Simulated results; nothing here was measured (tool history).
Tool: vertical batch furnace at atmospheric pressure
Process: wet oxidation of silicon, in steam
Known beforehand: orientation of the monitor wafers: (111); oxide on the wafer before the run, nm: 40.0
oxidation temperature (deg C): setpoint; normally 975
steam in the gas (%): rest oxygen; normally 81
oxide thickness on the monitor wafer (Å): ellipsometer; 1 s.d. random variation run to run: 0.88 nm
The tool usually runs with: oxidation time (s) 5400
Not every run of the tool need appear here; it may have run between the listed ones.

run,hour,oxidation temperature (deg C),oxidation time (s),steam in the gas (%),"read-back reference wafer on the same gauge, thickness",oxide thickness on the monitor wafer (Å)
1,0,975,5400,81,548.98,5654
2,79.6,984,5400,81,549.12,5941
3,103.9,984,5400,81,549.06,5939.2
4,125.7,984,5400,81,549.01,5925.2
5,154.3,969,5400,87,549.03,5689.3
# hour 160.8: gauge calibrated
6,189.1,969,5400,87,549.23,5687.7
7,206.8,969,5400,87,548.99,5691.3
# hour 233.2: steam generator serviced
8,233.7,963,5400,81,548.95,5073
# hour 266.2: thermocouples replaced and temperature profile calibrated
# hour 285.7: steam generator serviced, repeated, since the last time left the tool worse
9,286.2,982,2940,73,548.99,3906.9

Estimate the outcome of run 10 from the log above:
10,291,975,5400,81,?,?

read-back reference wafer on the same gauge, thickness: 549.04
oxide thickness on the monitor wafer (Å): 5834.2
With the hidden condition absent and the run-to-run variation left alone, this run would have shown oxide thickness on the monitor wafer (Å) 5850.6.

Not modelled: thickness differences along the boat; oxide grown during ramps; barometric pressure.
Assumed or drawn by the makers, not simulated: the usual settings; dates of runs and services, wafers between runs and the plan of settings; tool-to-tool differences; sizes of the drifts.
